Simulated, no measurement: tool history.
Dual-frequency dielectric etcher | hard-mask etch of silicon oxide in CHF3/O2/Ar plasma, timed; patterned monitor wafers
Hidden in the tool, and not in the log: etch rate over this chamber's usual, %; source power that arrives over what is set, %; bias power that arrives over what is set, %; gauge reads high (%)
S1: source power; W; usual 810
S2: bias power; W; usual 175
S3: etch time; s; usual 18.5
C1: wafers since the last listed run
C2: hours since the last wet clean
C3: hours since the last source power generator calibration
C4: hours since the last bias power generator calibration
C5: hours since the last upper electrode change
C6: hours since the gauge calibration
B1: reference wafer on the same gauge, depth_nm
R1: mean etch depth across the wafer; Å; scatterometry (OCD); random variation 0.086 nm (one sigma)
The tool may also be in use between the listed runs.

run	hour	S1	S2	S3	C1	C2	C3	C4	C5	C6	B1	R1
1	0	810	175	18.5	0	4.2	2963.2	1860	3324	94.9	35.29	395.7
2	68	810	175	18.5	1527	72.2	3031.2	1928	3392	162.9	35.31	396.4
3	153.8	810	175	18.5	1927	158	3117	2013.8	3477.8	248.7	35.31	395.4
4	215.5	810	189	22.5	1386	219.7	3178.7	2075.5	3539.5	310.4	35.3	496.9
5	310.7	810	189	22.5	2139	314.9	3273.9	2170.7	3634.7	405.6	35.29	495.5
6	393.5	810	189	22.5	1860	397.7	3356.7	2253.5	3717.5	488.4	35.28	494.4
# hour 442.2: wet clean of the chamber
# hour 601.9: upper electrode replaced
7	673	810	175	16.5	5201	230.8	3636.2	2533	71.1	767.9	35.29	351.9
8	732.4	810	175	16.5	1334	290.2	3695.6	2592.4	130.5	827.3	35.27	352.1
# hour 771.8: gauge calibrated
9	830.9	810	175	18.5	2213	388.7	3794.1	2690.9	229	59.1	35.3	394.9
10	926.1	810	160	18.5	2139	483.9	3889.3	2786.1	324.2	154.3	35.29	380.3
# hour 964.5: bias power generator calibrated
# hour 983.8: wet clean of the chamber
# hour 995.4: source power generator calibrated
11	1018.2	740	136	21	1456	34.4	22.8	53.7	416.3	246.4	35.3	405.4
12	1118.5	810	175	18.5	2253	134.7	123.1	154	516.6	346.7	35.31	409.1
13	1199.3	810	175	16	1815	215.5	203.9	234.8	597.4	427.5	35.3	352.2
14	1267.9	990	214	15.5	1541	284.1	272.5	303.4	666	496.1	35.3	398.3
15	1319.9	650	196	20	1168	336.1	324.5	355.4	718	548.1	35.3	425.6
16	1399.5	670	137	13.5	1788	415.7	404.1	435	797.6	627.7	35.29	249.5
17	1459.1	810	175	18.5	1339	475.3	463.7	494.6	857.2	687.3	35.27	405.3

Hidden state or all else? Some run-to-run changes of R1, split into what the settings, what came in and random variation would give without the hidden state, and what is left for the hidden state (with any gauge scatter that isn't in both results):
Run 10 -> 11: S1 810 -> 740, S2 160 -> 136, S3 18.5 -> 21, bias power generator calibrated, wet clean of the chamber, source power generator calibrated. R1 +25.1 Å: hidden state +15.9, all else +9.2.
Run 15 -> 16: S1 650 -> 670, S2 196 -> 137, S3 20 -> 13.5. R1 -176.1 Å: hidden state +2.2, all else -178.3.

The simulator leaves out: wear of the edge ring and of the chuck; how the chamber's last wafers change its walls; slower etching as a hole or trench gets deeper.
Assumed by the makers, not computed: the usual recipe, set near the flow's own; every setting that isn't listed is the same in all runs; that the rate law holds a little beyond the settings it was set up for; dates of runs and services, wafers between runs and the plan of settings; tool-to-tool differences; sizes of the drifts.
